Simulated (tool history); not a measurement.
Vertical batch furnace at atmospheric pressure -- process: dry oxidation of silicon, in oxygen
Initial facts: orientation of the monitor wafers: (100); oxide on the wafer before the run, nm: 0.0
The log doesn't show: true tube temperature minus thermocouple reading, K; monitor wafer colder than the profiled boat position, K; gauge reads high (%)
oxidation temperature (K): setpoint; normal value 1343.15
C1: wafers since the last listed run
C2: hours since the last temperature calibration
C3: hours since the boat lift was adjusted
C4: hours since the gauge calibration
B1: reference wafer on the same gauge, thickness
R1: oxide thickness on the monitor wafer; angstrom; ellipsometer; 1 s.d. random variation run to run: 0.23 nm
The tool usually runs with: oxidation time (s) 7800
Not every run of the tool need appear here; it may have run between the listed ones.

Run 1, hour 0: usual settings; C1 0; C2 4763.3; C3 2815.6; C4 73.1; B1 166. Result: R1 1534.2 angstrom.
Run 2, hour 31.5: usual settings; C1 249; C2 4794.8; C3 2847.1; C4 104.6; B1 166.01. Result: R1 1530.4 angstrom.
Run 3, hour 45.8: usual settings; C1 113; C2 4809.1; C3 2861.4; C4 118.9; B1 165.98. Result: R1 1532.9 angstrom.
Run 4, hour 79.6: usual settings; C1 267; C2 4842.9; C3 2895.2; C4 152.7; B1 166.01. Result: R1 1531.4 angstrom.
Run 5, hour 102.9: usual settings but oxidation temperature (K) 1359.15, oxidation time (s) 6660; C1 184; C2 4866.2; C3 2918.5; C4 176; B1 166.03. Result: R1 1558.7 angstrom.
Run 6, hour 133.4: usual settings; C1 241; C2 4896.7; C3 2949; C4 206.5; B1 166.01. Result: R1 1529.3 angstrom.
Run 7, hour 165.8: usual settings; C1 256; C2 4929.1; C3 2981.4; C4 238.9; B1 165.95. Result: R1 1532.7 angstrom.
Run 8, hour 182.9: usual settings but oxidation temperature (K) 1330.15; C1 135; C2 4946.2; C3 2998.5; C4 256; B1 165.98. Result: R1 1391.2 angstrom.
Run 9, hour 203.9: usual settings but oxidation temperature (K) 1330.15; C1 166; C2 4967.2; C3 3019.5; C4 277; B1 165.99. Result: R1 1391.8 angstrom.
Run 10, hour 225.4: usual settings but oxidation temperature (K) 1330.15; C1 170; C2 4988.7; C3 3041; C4 298.5; B1 166.1. Result: R1 1390.1 angstrom.
At hour 262.1: thermocouples replaced and temperature profile calibrated.
Run 11, hour 262.6: usual settings but oxidation temperature (K) 1358.15, oxidation time (s) 6750; C1 104; C2 0.5; C3 3078.2; C4 335.7; B1 165.96. Result: R1 1493.6 angstrom.
Run 12, hour 294.1: usual settings but oxidation time (s) 10020; C1 249; C2 32; C3 3109.7; C4 367.2; B1 165.95. Result: R1 1724.1 angstrom.
Run 13, hour 328: usual settings; C1 268; C2 65.9; C3 3143.6; C4 401.1; B1 166.01. Result: R1 1474.5 angstrom.
At hour 360.3: boat lift adjusted.
Run 14, hour 370.7: usual settings; C1 148; C2 108.6; C3 10.4; C4 443.8; B1 166.07. Result: R1 1517.1 angstrom.
Run 15, hour 462.1: usual settings but oxidation temperature (K) 1361.15, oxidation time (s) 6150; C1 723; C2 200; C3 101.8; C4 535.2; B1 166.09. Result: R1 1488.1 angstrom.
Run 16, hour 475.4: usual settings but oxidation temperature (K) 1361.15, oxidation time (s) 6150; C1 105; C2 213.3; C3 115.1; C4 548.5; B1 166.01. Result: R1 1485.7 angstrom.
Run 17, hour 500.9: usual settings but oxidation temperature (K) 1358.15; C1 201; C2 238.8; C3 140.6; C4 574; B1 166.03. Result: R1 1685.7 angstrom.
Run 18, hour 528.9: usual settings but oxidation temperature (K) 1367.15, oxidation time (s) 6540; C1 221; C2 266.8; C3 168.6; C4 602; B1 166.02. Result: R1 1613.1 angstrom.
Run 19, hour 560.7: usual settings but oxidation time (s) 11100; C1 251; C2 298.6; C3 200.4; C4 633.8; B1 166.11. Result: R1 1887.1 angstrom.
At hour 577.5: gauge calibrated.
Run 20, hour 579.8: usual settings; C1 151; C2 317.7; C3 219.5; C4 2.3; B1 166.05. Result: R1 1507.5 angstrom.
Run 21, hour 592.3: usual settings but oxidation temperature (K) 1352.15, oxidation time (s) 8820; C1 98; C2 330.2; C3 232; C4 14.8; B1 165.98. Result: R1 1745.6 angstrom.
Run 22, hour 647.4: usual settings but oxidation temperature (K) 1352.15, oxidation time (s) 4650; C1 436; C2 385.3; C3 287.1; C4 69.9; B1 165.96. Result: R1 1161.8 angstrom.
Run 23, hour 660.1: usual settings; C1 100; C2 398; C3 299.8; C4 82.6; B1 165.95. Result: R1 1505.8 angstrom.
Run 24, hour 680.9: usual settings but oxidation temperature (K) 1361.15, oxidation time (s) 6150; C1 164; C2 418.8; C3 320.6; C4 103.4; B1 165.9. Result: R1 1480 angstrom.
Run 25, hour 716.3: usual settings; C1 280; C2 454.2; C3 356; C4 138.8; B1 166.01. Result: R1 1509.4 angstrom.
Run 26, hour 736.6: usual settings but oxidation temperature (K) 1324.15, oxidation time (s) 4500; C1 160; C2 474.5; C3 376.3; C4 159.1; B1 165.99. Result: R1 911.9 angstrom.
Run 27, hour 752.8: usual settings but oxidation temperature (K) 1350.15, oxidation time (s) 11670; C1 128; C2 490.7; C3 392.5; C4 175.3; B1 165.96. Result: R1 2043.9 angstrom.
Run 28, hour 771: usual settings but oxidation time (s) 11370; C1 144; C2 508.9; C3 410.7; C4 193.5; B1 166. Result: R1 1913.8 angstrom.
Run 29, hour 799.5: usual settings but oxidation temperature (K) 1333.15, oxidation time (s) 4860; C1 225; C2 537.4; C3 439.2; C4 222; B1 166.02. Result: R1 1029.5 angstrom.
Run 30, hour 816.1: usual settings but oxidation temperature (K) 1326.15, oxidation time (s) 10410; C1 131; C2 554; C3 455.8; C4 238.6; B1 165.99. Result: R1 1601 angstrom.
Run 31, hour 836.8: usual settings but oxidation temperature (K) 1336.15, oxidation time (s) 6420; C1 163; C2 574.7; C3 476.5; C4 259.3; B1 165.98. Result: R1 1261.4 angstrom.
Run 32, hour 868.4: usual settings but oxidation time (s) 5640; C1 250; C2 606.3; C3 508.1; C4 290.9; B1 166.06. Result: R1 1225.9 angstrom.

For each entry between runs, how does the tool's hidden state at the last listed run before it compare with that at the first listed run after it?
Runs 10 to 11: thermocouples replaced and temperature profile calibrated (hour 262.1)
  true tube temperature minus thermocouple reading, K: 5.75 -> 0.132; monitor wafer colder than the profiled boat position, K: 4.29 -> 4.3
  measured value less the no-hidden-state value, R1: +15.3 -> -45.5 angstrom
Runs 13 to 14: boat lift adjusted (hour 360.3)
  true tube temperature minus thermocouple reading, K: 0.201 -> 0.245; monitor wafer colder than the profiled boat position, K: 4.31 -> 0.0447
  measured value less the no-hidden-state value, R1: -45.2 -> +2.2 angstrom
Runs 19 to 20: gauge calibrated (hour 577.5)
  true tube temperature minus thermocouple reading, K: 0.444 -> 0.464; monitor wafer colder than the profiled boat position, K: 0.778 -> 0.844
  measured value less the no-hidden-state value, R1: -4.4 -> -4.2 angstrom
